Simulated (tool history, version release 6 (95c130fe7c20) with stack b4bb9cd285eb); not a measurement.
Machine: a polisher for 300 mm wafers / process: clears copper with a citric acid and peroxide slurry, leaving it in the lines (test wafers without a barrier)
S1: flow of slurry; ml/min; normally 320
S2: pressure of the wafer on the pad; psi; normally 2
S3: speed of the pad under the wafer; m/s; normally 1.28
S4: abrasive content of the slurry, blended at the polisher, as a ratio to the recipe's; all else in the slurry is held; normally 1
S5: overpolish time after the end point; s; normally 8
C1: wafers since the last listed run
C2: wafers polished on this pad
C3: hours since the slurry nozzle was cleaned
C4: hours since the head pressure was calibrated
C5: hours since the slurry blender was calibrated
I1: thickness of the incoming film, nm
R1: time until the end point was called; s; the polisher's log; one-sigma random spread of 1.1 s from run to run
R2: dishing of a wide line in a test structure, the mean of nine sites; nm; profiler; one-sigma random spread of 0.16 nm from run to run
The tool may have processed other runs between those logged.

run	hour	S1	S2	S3	S4	S5	C1	C2	C3	C4	C5	I1	R1	R2
1	0	320	2	1.28	1	8	0	2546	696.8	64.9	80.9	183	121	10.2
2	63.8	320	2	1.28	1	8	665	3211	760.6	128.7	144.7	184.6	125.4	10
3	97.7	320	2	1.28	1	8	353	3565	794.5	162.6	178.6	184.9	128.1	10.3
# hour 103.5: slurry nozzle cleaned
4	140	320	2	1.28	1	8	430	3996	36.5	204.9	220.9	184.6	130.3	9.7
5	197.6	320	2	1.28	0.7	8	600	4597	94.1	262.5	278.5	181.1	144.7	9.1
6	225.6	320	1.7	1.28	1	8	292	4889	122.1	290.5	306.5	182.5	147.2	8.6
7	275.9	320	2	1.28	1	6	524	5414	172.4	340.8	356.8	185.5	140.1	7
# hour 331.2: worn pad replaced by a new one
8	335.6	270	1.5	1.28	1	9	581	45	232.1	400.5	416.5	181.7	144.5	9.9
# hour 376.2: slurry blender recalibrated
9	409.9	320	2.3	1.28	1.15	12	754	799	306.4	474.8	33.7	186.9	111.8	17.1
10	445.7	320	2	1.28	1	8	373	1173	342.2	510.6	69.5	184.3	127.7	10.1
11	493.6	320	2	1.28	1.15	8	499	1673	390.1	558.5	117.4	184.9	124.2	10.3
# hour 559.7: head pressure recalibrated
12	657	320	2	1.28	1	10	1683	3356	553.5	97.3	280.8	185.5	126.4	12.7
13	691.2	320	2	1.28	1	8	356	3713	587.7	131.5	315	184.8	125.7	9.8
14	726.6	320	1.7	1.64	1	8	369	4082	623.1	166.9	350.4	182.7	110.7	11.3
# hour 767.8: slurry nozzle cleaned
# hour 843: slurry blender recalibrated
# hour 877.2: worn pad replaced by a new one
15	935.7	320	2.5	1.28	1	8	2108	610	167.9	376	92.7	187.8	109.5	11.9
16	996	275	2	0.86	0.9	8	629	1239	228.2	436.3	153	182.5	188.4	7
17	1045.7	320	2	1.28	1.2	8	518	1757	277.9	486	202.7	183.7	120.6	10.6
18	1095.8	320	2	1.28	1	8	522	2280	328	536.1	252.8	186.3	130.9	9.7
19	1151	320	2	1.28	1	8	575	2856	383.2	591.3	308	183.6	130.9	9.5
# hour 1156.8: head pressure recalibrated
20	1203.9	320	2	1.58	0.8	12	530	3387	436.1	47.1	360.9	182.8	110.7	16.7
21	1256	350	2	1.28	1	8	543	3930	488.2	99.2	413	188.3	132.4	10.1
22	1313.8	320	1.5	1.28	0.8	8	602	4533	546	157	470.8	183.5	160.9	7.9
# hour 1321.7: worn pad replaced by a new one
23	1365.6	385	2	1.28	0.85	8	498	458	597.8	208.8	522.6	187	126.5	10
# hour 1432.3: slurry blender recalibrated
24	1432.8	320	1.3	1.08	0.85	11	680	1138	665	276	0.5	184.7	187.5	9.3
# hour 1474.4: slurry nozzle cleaned
25	1481.3	420	2	1.28	1	8	495	1633	6.9	324.5	49	185.3	123.2	10.2
26	1552.6	375	1.5	0.94	1	8	743	2377	78.2	395.8	120.3	184	194.5	6.5
27	1596	425	1.6	1.08	1	11	452	2830	121.6	439.2	163.7	184.1	166.2	10.8
28	1625.4	320	2	1.28	1	8	306	3136	151	468.6	193.1	184.1	129.7	9.8

Per-run results on a tool with no hidden state, each run keeping its own random variation:
Hidden state at play: removal rate lost through wear of the pad, %; slurry flow missing at the pad, %; deviation of the head's pressure from its setpoint, %; abrasive missing from the slurry, %.
run	R1	R2
1	114.4	10.8
2	115.7	10.8
3	116.5	11.3
4	116.1	10.9
5	125.1	10.5
6	125.2	10.1
7	115.5	8.4
8	135.9	10.5
9	104	18.3
10	117.8	10.9
11	113.3	11.2
12	117	13.6
13	114.6	10.7
14	99.3	12.5
15	102.5	12.7
16	174.3	7.5
17	110.1	11.6
18	117.8	10.7
19	115.5	10.7
20	101.7	18
21	118.8	11.2
22	140.2	9
23	120.7	10.4
24	176.7	9.8
25	114.7	11
26	177.4	7.1
27	149.3	12
28	115.1	11

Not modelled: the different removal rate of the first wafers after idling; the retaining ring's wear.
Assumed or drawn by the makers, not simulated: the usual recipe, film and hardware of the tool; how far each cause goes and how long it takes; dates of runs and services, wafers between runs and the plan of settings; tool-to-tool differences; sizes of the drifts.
